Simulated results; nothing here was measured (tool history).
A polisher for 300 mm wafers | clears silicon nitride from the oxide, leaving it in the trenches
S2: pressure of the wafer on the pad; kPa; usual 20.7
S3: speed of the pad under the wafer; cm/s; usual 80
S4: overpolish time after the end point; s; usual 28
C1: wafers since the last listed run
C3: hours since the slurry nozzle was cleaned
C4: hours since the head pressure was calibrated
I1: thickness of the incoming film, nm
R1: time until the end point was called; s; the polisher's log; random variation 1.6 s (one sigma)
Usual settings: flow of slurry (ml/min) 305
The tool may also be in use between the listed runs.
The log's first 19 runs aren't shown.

{"run": 20, "hour": 1463.6, "flow of slurry (ml/min)": 305, "S2": 20.7, "S3": 66, "S4": 18, "C1": 681, "wafers polished on this pad": 2659, "C3": 585.8, "C4": 513.3, "I1": 79.8, "R1": 131.2}
{"hour": 1470.8, "done": "slurry nozzle cleaned"}
{"run": 21, "hour": 1566.2, "flow of slurry (ml/min)": 260, "S2": 20.7, "S3": 96, "S4": 28, "C1": 767, "wafers polished on this pad": 3427, "C3": 95.4, "C4": 615.9, "I1": 81.6, "R1": 95.7}
{"run": 22, "hour": 1624.9, "flow of slurry (ml/min)": 265, "S2": 23.4, "S3": 68, "S4": 23, "C1": 443, "wafers polished on this pad": 3870, "C3": 154.1, "C4": 674.6, "I1": 79.3, "R1": 116.6}
{"hour": 1667.4, "done": "head pressure recalibrated"}
{"run": 23, "hour": 1671.3, "flow of slurry (ml/min)": 305, "S2": 22.1, "S3": 80, "S4": 28, "C1": 335, "wafers polished on this pad": 4205, "C3": 200.5, "C4": 3.9, "I1": 80.5, "R1": 107}
{"run": 24, "hour": 1778.6, "flow of slurry (ml/min)": 305, "S2": 24.1, "S3": 80, "S4": 28, "C1": 810, "wafers polished on this pad": 5016, "C3": 307.8, "C4": 111.2, "I1": 80.2, "R1": 101.7}
{"hour": 1825.1, "done": "worn pad replaced by a new one"}
{"run": 25, "hour": 1886.0, "flow of slurry (ml/min)": 390, "S2": 20.7, "S3": 80, "S4": 28, "C1": 780, "wafers polished on this pad": 459, "C3": 415.2, "C4": 218.6, "I1": 80, "R1": 102.2}
{"run": 26, "hour": 1983.9, "flow of slurry (ml/min)": 330, "S2": 24.1, "S3": 80, "S4": 28, "C1": 739, "wafers polished on this pad": 1199, "C3": 513.1, "C4": 316.5, "I1": 78.9, "R1": 87.6}
{"hour": 2069.6, "done": "slurry nozzle cleaned"}
{"run": 27, "hour": 2070.8, "flow of slurry (ml/min)": 305, "S2": 26.9, "S3": 100, "S4": 28, "C1": 648, "wafers polished on this pad": 1847, "C3": 1.2, "C4": 403.4, "I1": 81, "R1": 67.4}
{"run": 28, "hour": 2108.5, "flow of slurry (ml/min)": 305, "S2": 24.8, "S3": 80, "S4": 28, "C1": 284, "wafers polished on this pad": 2132, "C3": 38.9, "C4": 441.1, "I1": 81.6, "R1": 91}
{"run": 29, "hour": 2171.9, "flow of slurry (ml/min)": 250, "S2": 24.1, "S3": 54, "S4": 34, "C1": 478, "wafers polished on this pad": 2611, "C3": 102.3, "C4": 504.5, "I1": 80.5, "R1": 137.4}
{"run": 30, "hour": 2219.6, "flow of slurry (ml/min)": 305, "S2": 22.1, "S3": 80, "S4": 28, "C1": 360, "wafers polished on this pad": 2971, "C3": 150, "C4": 552.2, "I1": 80.8, "R1": 102.4}
{"run": 31, "hour": 2288.2, "flow of slurry (ml/min)": 220, "S2": 15.9, "S3": 60, "S4": 15, "C1": 518, "wafers polished on this pad": 3489, "C3": 218.6, "C4": 620.8, "I1": 81, "R1": 201}
{"run": 32, "hour": 2395.9, "flow of slurry (ml/min)": 305, "S2": 13.8, "S3": 106, "S4": 28, "C1": 813, "wafers polished on this pad": 4302, "C3": 326.3, "C4": 728.5, "I1": 78.7, "R1": 123}
{"hour": 2474.1, "done": "head pressure recalibrated"}
{"hour": 2495.8, "done": "worn pad replaced by a new one"}
{"run": 33, "hour": 2648.9, "flow of slurry (ml/min)": 365, "S2": 24.1, "S3": 96, "S4": 28, "C1": 1865, "wafers polished on this pad": 1156, "C3": 579.3, "C4": 174.8, "I1": 79.3, "R1": 72.5}
{"hour": 2651.6, "done": "slurry nozzle cleaned"}
{"run": 34, "hour": 2723.1, "flow of slurry (ml/min)": 305, "S2": 15.9, "S3": 80, "S4": 17, "C1": 552, "wafers polished on this pad": 1708, "C3": 71.5, "C4": 249, "I1": 80.3, "R1": 140.2}
{"run": 35, "hour": 2781.2, "flow of slurry (ml/min)": 270, "S2": 15.9, "S3": 80, "S4": 28, "C1": 438, "wafers polished on this pad": 2147, "C3": 129.6, "C4": 307.1, "I1": 79.5, "R1": 135.4}
{"run": 36, "hour": 2848.6, "flow of slurry (ml/min)": 380, "S2": 23.4, "S3": 80, "S4": 28, "C1": 509, "wafers polished on this pad": 2656, "C3": 197, "C4": 374.5, "I1": 79.7, "R1": 92}
{"run": 37, "hour": 2917.7, "flow of slurry (ml/min)": 305, "S2": 24.1, "S3": 80, "S4": 28, "C1": 521, "wafers polished on this pad": 3178, "C3": 266.1, "C4": 443.6, "I1": 81.1, "R1": 95.8}

3 ways to go on from here, each from the tool as it stands after run 37. What would each give?
{"run": "A", "hour": 2918.2, "flow of slurry (ml/min)": 305, "S2": 20.7, "S3": 80, "S4": 28, "C1": 3, "wafers polished on this pad": 3182, "C3": 266.6, "C4": 444.1, "I1": 80.7, "R1": "?"}
{"run": "B", "hour": 2918.2, "flow of slurry (ml/min)": 305, "S2": 17.2, "S3": 64, "S4": 28, "C1": 3, "wafers polished on this pad": 3182, "C3": 266.6, "C4": 444.1, "I1": 80.7, "R1": "?"}
{"run": "C", "hour": 2918.2, "flow of slurry (ml/min)": 205, "S2": 26.9, "S3": 66, "S4": 35, "C1": 3, "wafers polished on this pad": 3182, "C3": 266.6, "C4": 444.1, "I1": 80.7, "R1": "?"}

run=A R1=105.9
run=B R1=158.8
run=C R1=102.5
Without the tool's hidden state the same runs would have given:
run=A R1=100.7
run=B R1=151
run=C R1=97.5
